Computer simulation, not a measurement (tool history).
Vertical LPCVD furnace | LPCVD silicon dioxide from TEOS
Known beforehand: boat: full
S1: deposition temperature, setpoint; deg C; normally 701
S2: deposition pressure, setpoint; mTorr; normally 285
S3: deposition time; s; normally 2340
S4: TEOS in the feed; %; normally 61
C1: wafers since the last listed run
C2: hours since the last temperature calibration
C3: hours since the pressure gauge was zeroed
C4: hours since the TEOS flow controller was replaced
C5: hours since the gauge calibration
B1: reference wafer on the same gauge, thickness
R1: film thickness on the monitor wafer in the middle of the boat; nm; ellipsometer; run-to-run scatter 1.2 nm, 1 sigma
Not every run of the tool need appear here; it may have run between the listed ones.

run,hour,S1,S2,S3,S4,C1,C2,C3,C4,C5,B1,R1
1,0,701,245,2340,69,0,3040.3,1409.4,960.7,1345.8,265.99,274.25
2,269.6,696,285,2340,61,3026,3309.9,1679,1230.3,1615.4,266.2,249.4
3,346.7,696,285,2340,61,865,3387,1756.1,1307.4,1692.5,265.85,248
4,412.8,696,285,2340,61,742,3453.1,1822.2,1373.5,1758.6,265.58,248.01
5,468.2,701,285,2130,61,621,3508.5,1877.6,1428.9,1814,265.79,252.99
6,565.6,708,285,2340,61,1093,3605.9,1975,1526.3,1911.4,266.28,328.26
7,619,701,285,2340,61,599,3659.3,2028.4,1579.7,1964.8,265.91,278.43
8,711.5,701,285,2340,61,1038,3751.8,2120.9,1672.2,2057.3,266.09,280.08
9,750.4,701,285,2340,61,436,3790.7,2159.8,1711.1,2096.2,265.96,280.45
10,813,701,285,2340,61,702,3853.3,2222.4,1773.7,2158.8,265.88,279.6
11,849.3,701,285,2340,61,407,3889.6,2258.7,1810,2195.1,265.79,279.73
# hour 938.4: gauge calibrated
12,947.5,701,285,2340,61,1102,3987.8,2356.9,1908.2,9.1,265.86,281.46
13,1017.2,701,305,2730,61,782,4057.5,2426.6,1977.9,78.8,265.94,337.06
14,1095.9,701,285,2340,61,883,4136.2,2505.3,2056.6,157.5,266.37,280.23
# hour 1167.2: pressure gauge zeroed
# hour 1173.6: TEOS flow controller replaced
15,1202.2,701,240,2700,70,852,4242.5,35,28.6,263.8,265.65,319.01
16,1250.3,701,285,1530,61,540,4290.6,83.1,76.7,311.9,265.72,182.93
17,1351.3,701,340,2340,61,1133,4391.6,184.1,177.7,412.9,266,306.06
18,1414.7,701,285,2340,53,711,4455,247.5,241.1,476.3,265.88,262.07
19,1489.4,692,235,2940,56,838,4529.7,322.2,315.8,551,266.29,246.74
20,1564,701,285,2340,61,837,4604.3,396.8,390.4,625.6,266.5,280.59
21,1648.5,701,285,2340,61,948,4688.8,481.3,474.9,710.1,266.1,281.26
# hour 1718.9: thermocouples replaced and temperature profile calibrated
22,1719.4,701,320,1410,61,526,0.5,552.2,545.8,781,265.85,185.3
23,2013,701,255,1920,71,3296,294.1,845.8,839.4,1074.6,266.02,245.43
24,2105.8,697,265,2790,57,1041,386.9,938.6,932.2,1167.4,266.17,295.77
# hour 2248.3: thermocouples replaced and temperature profile calibrated, repeated, since the last time left the tool worse
25,2378,701,260,2340,72,2786,129.7,1210.8,1204.4,1439.6,266.05,277.32
26,2481.2,701,285,2340,64,1158,232.9,1314,1307.6,1542.8,265.86,272.74
27,2561.8,701,285,3030,69,904,313.5,1394.6,1388.2,1623.4,265.96,366.68
28,2639.2,692,225,3180,53,869,390.9,1472,1465.6,1700.8,266.18,245.98
29,2680,701,285,2340,61,458,431.7,1512.8,1506.4,1741.6,265.98,271.64
30,2764.5,710,285,2340,61,948,516.2,1597.3,1590.9,1826.1,266.19,331.41
# hour 2860: gauge calibrated
31,3029.3,701,245,2340,61,2973,781,1862.1,1855.7,169.3,265.66,251.06

Pick out some run-to-run changes in R1. Of each, how much would a tool without hidden state show as well, from the settings, what came in and chance, and how much is left for the hidden state and any gauge scatter not in both results compared?
Unlogged tool condition in this case: true tube temperature minus thermocouple reading, K; true pressure minus gauge reading, mTorr; deviation of the TEOS flow from its setpoint, %; gauge reads high (%).
Run 15 -> 16: S2 240 -> 285, S3 2700 -> 1530, S4 70 -> 61. R1 -136.08 nm: hidden state -8.46, all else -127.62.
Run 16 -> 17: S2 285 -> 340, S3 1530 -> 2340. R1 +123.13 nm: hidden state +7.76, all else +115.37.
Run 22 -> 23: S2 320 -> 255, S3 1410 -> 1920, S4 61 -> 71. R1 +60.13 nm: hidden state +8.31, all else +51.82.
Run 24 -> 25: S1 697 -> 701, S2 265 -> 260, S3 2790 -> 2340, S4 57 -> 72, thermocouples replaced and temperature profile calibrated, repeated, since the last time left the tool worse. R1 -18.45 nm: hidden state -28.89, all else +10.44.
Run 27 -> 28: S1 701 -> 692, S2 285 -> 225, S3 3030 -> 3180, S4 69 -> 53. R1 -120.7 nm: hidden state -1.7, all else -119.

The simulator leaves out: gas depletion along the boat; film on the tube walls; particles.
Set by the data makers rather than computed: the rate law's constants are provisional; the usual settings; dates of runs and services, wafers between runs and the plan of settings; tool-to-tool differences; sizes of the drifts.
